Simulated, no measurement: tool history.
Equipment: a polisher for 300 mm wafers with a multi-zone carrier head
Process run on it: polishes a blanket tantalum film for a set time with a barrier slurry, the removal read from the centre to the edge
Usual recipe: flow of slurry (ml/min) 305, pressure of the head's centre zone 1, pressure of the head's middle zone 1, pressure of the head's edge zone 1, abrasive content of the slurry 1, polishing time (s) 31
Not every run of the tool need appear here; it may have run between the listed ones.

run	hour	flow of slurry (ml/min)	pressure of the head's centre zone	pressure of the head's middle zone	pressure of the head's edge zone	abrasive content of the slurry	polishing time (s)	wafers since the last listed run	wafers polished on this pad	hours since the slurry nozzle was cleaned	hours since the centre zone pressure was calibrated	hours since the edge zone pressure was calibrated	hours since the carrier head's membrane was replaced	incoming thickness of the incoming film, nm	film removed at the wafer's centre (nm)	film removed at mid-radius (nm)	film removed at the wafer's edge (nm)
1	0	305	1	1	1	1	31	0	1032	408.2	755.4	806.2	1845.3	231.6	36.2	34.6	35.7
# hour 11.5: worn pad replaced by a new one
2	42.5	305	1	1	1	1	31	441	355	450.7	797.9	848.7	1887.8	227.4	37.4	35.5	37.7
# hour 50.4: edge zone pressure recalibrated
# hour 53: slurry nozzle cleaned
3	57.4	305	1.06	1	1	1.3	31	136	492	4.4	812.8	7	1902.7	231.9	46.1	41.3	42.5
4	68.1	305	1	1	1	1	31	122	615	15.1	823.5	17.7	1913.4	227.1	39.9	38	38
5	78.8	210	1	1	1	1.3	31	122	737	25.8	834.2	28.4	1924.1	231.5	40.2	38.9	40.3
6	88.6	305	0.95	0.92	1	1	31	112	850	35.6	844	38.2	1933.9	230	37.3	34.9	37.8
# hour 95.1: centre zone pressure recalibrated
7	97.5	265	0.93	1	1	1	31	79	929	44.5	2.4	47.1	1942.8	230.4	35.2	36.3	36.3
8	108.8	265	1	1	1	1.25	31	129	1059	55.8	13.7	58.4	1954.1	233.7	39.7	38.5	39
9	122.8	305	1	0.93	1	1	24	160	1219	69.8	27.7	72.4	1968.1	230.7	27.9	24.9	27.3
# hour 129.4: worn pad replaced by a new one
10	130.5	375	1	1	0.91	1.15	26	42	12	77.5	35.4	80.1	1975.8	230.7	36.4	34.8	33.1
11	147.8	305	1.07	1.07	1	1	40	198	211	94.8	52.7	97.4	1993.1	233.8	54.9	52.5	49.7
# hour 154.8: carrier head's membrane replaced by a new one
12	159.1	305	1.1	1	0.88	1.15	34	72	283	106.1	64	108.7	4.3	232.4	50.4	43.6	41.9
13	169.4	305	1	1	1	1	31	118	401	116.4	74.3	119	14.6	227.2	38.9	37.3	38.5
14	185.9	305	1	1	1	1	36	189	591	132.9	90.8	135.5	31.1	230.3	45.1	42.6	43.8
15	199.9	305	1	1	1	1	31	160	751	146.9	104.8	149.5	45.1	233.3	38.2	36.2	37.2
16	209.9	305	1.04	1	1.11	1.15	31	114	866	156.9	114.8	159.5	55.1	229.8	42.1	38.4	41.3
17	221.4	275	1	1	1.05	1	31	131	998	168.4	126.3	171	66.6	232.8	37.6	35.5	36.9
18	230.5	305	1	1	1	1	31	104	1102	177.5	135.4	180.1	75.7	228.4	36.9	34.7	35.4
# hour 243: worn pad replaced by a new one
19	243.5	305	1.08	1	1.06	1	31	103	6	190.5	148.4	193.1	88.7	228.5	43	37.6	39.8
20	248.1	305	1	1	1	1	31	52	59	195.1	153	197.7	93.3	231.5	39.9	38.3	37.9
21	257.5	305	1	0.94	0.93	0.9	26	107	166	204.5	162.4	207.1	102.7	229	31.8	28.7	29.8
22	265.9	305	1	1	1	1	31	96	263	212.9	170.8	215.5	111.1	224.5	39.3	37.7	37.7

For some of the steps in film removed at the wafer's centre (nm) from one run to the next: how much would appear even if the tool had no hidden state, given the settings, what came in and random variation, and how much remains for the hidden state plus any gauge scatter that the measured result and the result without hidden state don't share?
Hidden state present: removal rate lost through wear of the pad, %; slurry flow missing at the pad, %; deviation of the centre zone's pressure from its setpoint, %; deviation of the edge zone's pressure from its setpoint, %.
Run 8 -> 9: flow of slurry (ml/min) 265 -> 305, pressure of the head's middle zone 1 -> 0.93, abrasive content of the slurry 1.25 -> 1, polishing time (s) 31 -> 24. film removed at the wafer's centre (nm) -11.8: hidden state +0.3, all else -12.1.
Run 9 -> 10: flow of slurry (ml/min) 305 -> 375, pressure of the head's middle zone 0.93 -> 1, pressure of the head's edge zone 1 -> 0.91, abrasive content of the slurry 1 -> 1.15, polishing time (s) 24 -> 26, worn pad replaced by a new one. film removed at the wafer's centre (nm) +8.5: hidden state +2.9, all else +5.6.
Run 10 -> 11: flow of slurry (ml/min) 375 -> 305, pressure of the head's centre zone 1 -> 1.07, pressure of the head's middle zone 1 -> 1.07, pressure of the head's edge zone 0.91 -> 1, abrasive content of the slurry 1.15 -> 1, polishing time (s) 26 -> 40. film removed at the wafer's centre (nm) +18.5: hidden state -0.5, all else +19.
Run 18 -> 19: pressure of the head's centre zone 1 -> 1.08, pressure of the head's edge zone 1 -> 1.06, worn pad replaced by a new one. film removed at the wafer's centre (nm) +6.1: hidden state +2.9, all else +3.2.

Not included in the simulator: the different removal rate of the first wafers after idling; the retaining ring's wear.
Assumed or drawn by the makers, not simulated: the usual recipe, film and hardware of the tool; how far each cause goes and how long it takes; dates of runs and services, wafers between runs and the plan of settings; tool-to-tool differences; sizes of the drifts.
